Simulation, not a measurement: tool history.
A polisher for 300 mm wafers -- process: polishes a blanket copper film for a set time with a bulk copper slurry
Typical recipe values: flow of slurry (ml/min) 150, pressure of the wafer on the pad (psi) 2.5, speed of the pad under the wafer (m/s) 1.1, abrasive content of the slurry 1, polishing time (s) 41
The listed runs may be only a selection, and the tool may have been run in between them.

run	hour	flow of slurry (ml/min)	pressure of the wafer on the pad (psi)	speed of the pad under the wafer (m/s)	abrasive content of the slurry	polishing time (s)	wafers since the last listed run	wafers polished on this pad	hours since the slurry nozzle was cleaned	hours since the head pressure was calibrated	hours since the slurry blender was calibrated	incoming thickness of the incoming film, nm	film removed (Å)
1	0	135	2.5	1.1	1	41	0	3313	22.9	856.5	61.7	2876.1	3246
2	31.6	120	2.5	1.1	1	36	350	3664	54.5	888.1	93.3	2870	2715
# hour 35.8: head pressure recalibrated
3	86.9	190	2.5	1.1	1	41	590	4254	109.8	51.1	148.6	2812.5	3611
# hour 101.9: worn pad replaced by a new one
4	135.3	130	2	1.1	1	41	492	370	158.2	99.5	197	2816.5	2659
5	159.8	150	2.5	1.2	1	41	271	641	182.7	124	221.5	2814.7	3740
6	228.7	150	2.5	1.1	1	41	763	1405	251.6	192.9	290.4	2872.6	3416
7	324.2	150	2.5	1.1	1	41	1058	2463	347.1	288.4	385.9	2840.2	3410
# hour 351: slurry blender recalibrated
8	374.6	150	2.5	1.1	1	41	536	2999	397.5	338.8	23.6	2826	3384
# hour 428: slurry nozzle cleaned
9	428.5	150	2.5	1.1	1	41	586	3586	0.5	392.7	77.5	2843.4	3405
# hour 488.3: worn pad replaced by a new one
10	499.5	150	2.5	1.1	1	41	742	123	71.5	463.7	148.5	2842.2	3295
11	569.5	150	2.5	1.1	1	29	775	899	141.5	533.7	218.5	2855.4	2334
12	640.8	135	2.5	0.88	1.1	32	790	1689	212.8	605	289.8	2863.9	2048
# hour 705.1: slurry blender recalibrated
13	705.6	150	2.5	1.1	1	41	695	2385	277.6	669.8	0.5	2807.5	3306
# hour 791.6: slurry nozzle cleaned
14	813.9	150	2.5	1.1	1	41	1189	3574	22.3	778.1	108.8	2817.5	3253
15	838.4	150	2.5	0.72	1	41	271	3846	46.8	802.6	133.3	2857.4	2179

For run 16, what comes out?
# hour 857.8: head pressure recalibrated
16	865.7	150	2.5	1.36	1.3	41	280	4126	74.1	7.9	160.6	2875.8	?

For run 16 the tool returned film removed (Å) 4424.
Without the tool's hidden state the same run would have given film removed (Å) 4427.
